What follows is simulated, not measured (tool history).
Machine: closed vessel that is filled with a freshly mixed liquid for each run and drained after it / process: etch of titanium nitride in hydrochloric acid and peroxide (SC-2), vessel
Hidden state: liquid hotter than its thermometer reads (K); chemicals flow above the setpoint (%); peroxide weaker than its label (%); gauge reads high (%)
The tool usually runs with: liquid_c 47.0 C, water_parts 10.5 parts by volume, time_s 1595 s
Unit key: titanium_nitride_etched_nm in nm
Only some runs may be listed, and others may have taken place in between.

run   hour  liquid_c  water_parts  time_s  wafers since the last listed run  hours since the thermometer was replaced  hours since the chemicals flow meter was replaced  hours since the drum of peroxide was connected  hours since the gauge calibration  read-back film thickness of the titanium nitride reference wafer, read on the same gauge (nm)  titanium_nitride_etched_nm
  1    0.0      47.0         10.5    1595                                 0                                    1411.4                                              785.0                                           370.4                              313.9                                                                                          89.96                       20.92
  2   16.6      47.0         10.5    1595                               555                                    1428.0                                              801.6                                           387.0                              330.5                                                                                          90.01                       20.86
  3   27.6      55.0         10.5    1595                               368                                    1439.0                                              812.6                                           398.0                              341.5                                                                                          90.02                       34.93
  4   34.3      41.0         10.5    1595                               224                                    1445.7                                              819.3                                           404.7                              348.2                                                                                          89.99                       13.98
  5   50.4      41.0         10.5    1595                               538                                    1461.8                                              835.4                                           420.8                              364.3                                                                                          89.96                       14.03
  6   75.2      47.0         10.5    1595                               830                                    1486.6                                              860.2                                           445.6                              389.1                                                                                          89.95                       21.23
  7   87.5      47.0         10.5    1595                               411                                    1498.9                                              872.5                                           457.9                              401.4                                                                                          89.97                       20.98
      92.4  -- chemicals flow meter replaced
      95.7  -- gauge calibrated
  8   96.1      47.0         10.5    1595                               254                                    1507.5                                                3.7                                           466.5                                0.4                                                                                          90.07                       20.76
  9  112.4      47.0          9.0    1595                               545                                    1523.8                                               20.0                                           482.8                               16.7                                                                                          90.02                       24.26
 10  120.2      47.0          9.0    1595                               261                                    1531.6                                               27.8                                           490.6                               24.5                                                                                          89.98                       24.12
     129.1  -- thermometer replaced
 11  131.7      47.0         10.5    1595                               351                                       2.6                                               39.3                                           502.1                               36.0                                                                                          90.01                       18.94
 12  141.0      54.0         10.5    2520                               311                                      11.9                                               48.6                                           511.4                               45.3                                                                                          89.99                       47.33
 13  157.5      56.0         10.5    1000                               552                                      28.4                                               65.1                                           527.9                               61.8                                                                                          90.01                       21.20
 14  176.6      44.5          8.5    1255                               639                                      47.5                                               84.2                                           547.0                               80.9                                                                                          89.99                       14.59
     183.9  -- new drum of peroxide connected
 15  184.6      47.0         10.5    1595                               234                                      55.5                                               92.2                                             0.7                               88.9                                                                                          90.02                       18.67
 16  194.6      47.0         10.5    1595                               334                                      65.5                                              102.2                                            10.7                               98.9                                                                                          90.02                       18.95
 17  203.8      54.5          9.0    1595                               307                                      74.7                                              111.4                                            19.9                              108.1                                                                                          89.98                       35.55
 18  219.7      43.0         10.5    2510                               532                                      90.6                                              127.3                                            35.8                              124.0                                                                                          90.03                       22.77
 19  228.7      47.0         10.5    1595                               301                                      99.6                                              136.3                                            44.8                              133.0                                                                                          89.97                       18.73
 20  240.7      37.5          6.0    2470                               401                                     111.6                                              148.3                                            56.8                              145.0                                                                                          90.06                       23.39
 21  257.1      42.0         10.5     810                               548                                     128.0                                              164.7                                            73.2                              161.4                                                                                          90.04                        6.89
 22  274.6      38.5         13.0    2475                               585                                     145.5                                              182.2                                            90.7                              178.9                                                                                          89.97                       13.56
 23  307.2      40.5          5.5    1595                              1091                                     178.1                                              214.8                                           123.3                              211.5                                                                                          89.97                       20.12
 24  320.7      47.0         10.5    2280                               451                                     191.6                                              228.3                                           136.8                              225.0                                                                                          90.04                       27.24

For run 25, what comes out?
 25  335.6      47.0         13.0    2545                               498                                     206.5                                              243.2                                           151.7                              239.9                                                                                              ?                           ?

read-back film thickness of the titanium nitride reference wafer, read on the same gauge (nm): 89.99
titanium_nitride_etched_nm: 25.60 nm
On a tool with no hidden condition, and with the same random variation, this run would have come out at titanium_nitride_etched_nm 24.78 nm.
